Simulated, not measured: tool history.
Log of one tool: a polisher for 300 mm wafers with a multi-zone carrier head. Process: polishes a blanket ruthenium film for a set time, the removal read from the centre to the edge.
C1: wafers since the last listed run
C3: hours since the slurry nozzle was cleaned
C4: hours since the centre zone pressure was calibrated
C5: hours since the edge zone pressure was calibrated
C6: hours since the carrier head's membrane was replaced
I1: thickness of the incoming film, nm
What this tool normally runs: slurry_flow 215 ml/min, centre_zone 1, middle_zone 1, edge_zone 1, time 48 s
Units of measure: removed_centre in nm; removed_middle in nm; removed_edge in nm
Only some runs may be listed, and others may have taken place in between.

Run 1, hour 0: usual settings but centre_zone 1.06, middle_zone 0.94; C1 0; wafers polished on this pad 1086; C3 494.1; C4 750.2; C5 527.6; C6 850.7; I1 461.4. Result: removed_centre 114.1 nm, removed_middle 90.4 nm, removed_edge 92.5 nm.
Run 2, hour 12.4: usual settings but centre_zone 0.93; C1 121; wafers polished on this pad 1207; C3 506.5; C4 762.6; C5 540; C6 863.1; I1 459.6. Result: removed_centre 99.2 nm, removed_middle 92.9 nm, removed_edge 93.7 nm.
At hour 29.7: worn pad replaced by a new one.
Run 3, hour 30.2: usual settings; C1 135; wafers polished on this pad 4; C3 524.3; C4 780.4; C5 557.8; C6 880.9; I1 459.9. Result: removed_centre 108.2 nm, removed_middle 94 nm, removed_edge 92.5 nm.
Run 4, hour 37.5: usual settings; C1 71; wafers polished on this pad 76; C3 531.6; C4 787.7; C5 565.1; C6 888.2; I1 455.2. Result: removed_centre 107.1 nm, removed_middle 91.1 nm, removed_edge 92.3 nm.
Run 5, hour 49.7: usual settings but centre_zone 1.03, time 57 s; C1 119; wafers polished on this pad 196; C3 543.8; C4 799.9; C5 577.3; C6 900.4; I1 463.3. Result: removed_centre 130.4 nm, removed_middle 110.6 nm, removed_edge 111.4 nm.
Run 6, hour 59.7: usual settings but centre_zone 1.03, time 57 s; C1 98; wafers polished on this pad 294; C3 553.8; C4 809.9; C5 587.3; C6 910.4; I1 461.8. Result: removed_centre 131.1 nm, removed_middle 110.1 nm, removed_edge 110.8 nm.
Run 7, hour 69.4: usual settings but centre_zone 1.03, time 57 s; C1 95; wafers polished on this pad 389; C3 563.5; C4 819.6; C5 597; C6 920.1; I1 461.9. Result: removed_centre 131.8 nm, removed_middle 109.7 nm, removed_edge 109.5 nm.
At hour 81.6: centre zone pressure recalibrated.
Run 8, hour 83.6: usual settings; C1 119; wafers polished on this pad 509; C3 577.7; C4 2; C5 611.2; C6 934.3; I1 458.2. Result: removed_centre 93.4 nm, removed_middle 93.6 nm, removed_edge 90.8 nm.
At hour 89.9: carrier head's membrane replaced by a new one.
Run 9, hour 98: usual settings but slurry_flow 280 ml/min, centre_zone 0.93, middle_zone 1.05, edge_zone 1.03; C1 92; wafers polished on this pad 601; C3 592.1; C4 16.4; C5 625.6; C6 8.1; I1 460.6. Result: removed_centre 90.4 nm, removed_middle 99.5 nm, removed_edge 96.9 nm.
Run 10, hour 111.7: usual settings; C1 134; wafers polished on this pad 735; C3 605.8; C4 30.1; C5 639.3; C6 21.8; I1 462.5. Result: removed_centre 94.7 nm, removed_middle 94.1 nm, removed_edge 94.7 nm.
At hour 116: edge zone pressure recalibrated.
At hour 129: slurry nozzle cleaned.
Run 11, hour 129.4: usual settings but centre_zone 1.04, edge_zone 1.07; C1 144; wafers polished on this pad 880; C3 0.4; C4 47.8; C5 13.4; C6 39.5; I1 459. Result: removed_centre 98 nm, removed_middle 91.5 nm, removed_edge 95.6 nm.
Run 12, hour 140.7: usual settings but slurry_flow 255 ml/min, centre_zone 1.05, middle_zone 1.06; C1 110; wafers polished on this pad 991; C3 11.7; C4 59.1; C5 24.7; C6 50.8; I1 462.9. Result: removed_centre 100.8 nm, removed_middle 98.8 nm, removed_edge 95.5 nm.
Run 13, hour 156.1: usual settings but slurry_flow 180 ml/min; C1 151; wafers polished on this pad 1142; C3 27.1; C4 74.5; C5 40.1; C6 66.2; I1 453.9. Result: removed_centre 91.8 nm, removed_middle 91.8 nm, removed_edge 90.1 nm.
At hour 162.5: worn pad replaced by a new one.
Run 14, hour 167.3: usual settings but slurry_flow 175 ml/min, middle_zone 1.1, time 56 s; C1 70; wafers polished on this pad 47; C3 38.3; C4 85.7; C5 51.3; C6 77.4; I1 467.8. Result: removed_centre 106.2 nm, removed_middle 114 nm, removed_edge 107.4 nm.
Run 15, hour 173.6: usual settings but slurry_flow 170 ml/min, centre_zone 1.08, middle_zone 0.92, edge_zone 0.88; C1 61; wafers polished on this pad 109; C3 44.6; C4 92; C5 57.6; C6 83.7; I1 460.1. Result: removed_centre 98.8 nm, removed_middle 82.6 nm, removed_edge 85.2 nm.
Run 16, hour 191.4: usual settings but slurry_flow 280 ml/min, centre_zone 0.93, middle_zone 1.05, edge_zone 1.03; C1 174; wafers polished on this pad 283; C3 62.4; C4 109.8; C5 75.4; C6 101.5; I1 459.8. Result: removed_centre 93 nm, removed_middle 97.8 nm, removed_edge 95.6 nm.
Run 17, hour 232.1: usual settings but centre_zone 0.89, edge_zone 1.06, time 33 s; C1 399; wafers polished on this pad 683; C3 103.1; C4 150.5; C5 116.1; C6 142.2; I1 460. Result: removed_centre 59.5 nm, removed_middle 65.3 nm, removed_edge 66.1 nm.

Entry by entry between the runs, the difference in hidden state between the last listed run before and the first listed run after:
Runs 2 to 3: worn pad replaced by a new one (hour 29.7)
  deviation of the centre zone's pressure from its setpoint, %: 12.8 -> 13.1
  measured value less the no-hidden-state value, removed_centre: +11.5 -> +12.6 nm
Runs 7 to 8: centre zone pressure recalibrated (hour 81.6)
  deviation of the centre zone's pressure from its setpoint, %: 13.6 -> -1.09
  measured value less the no-hidden-state value, removed_centre: +15.9 -> -1.1 nm
Runs 8 to 9: carrier head's membrane replaced by a new one (hour 89.9)
  deviation of the centre zone's pressure from its setpoint, %: -1.09 -> -0.902
  measured value less the no-hidden-state value, removed_centre: -1.1 -> -0.8 nm
Runs 10 to 11: edge zone pressure recalibrated (hour 116); slurry nozzle cleaned (hour 129)
  deviation of the centre zone's pressure from its setpoint, %: -0.72 -> -0.485
  measured value less the no-hidden-state value, removed_centre: -0.7 -> -0.5 nm
Runs 13 to 14: worn pad replaced by a new one (hour 162.5)
  deviation of the centre zone's pressure from its setpoint, %: -0.131 -> 0.0183
  measured value less the no-hidden-state value, removed_centre: -0.1 -> +0 nm
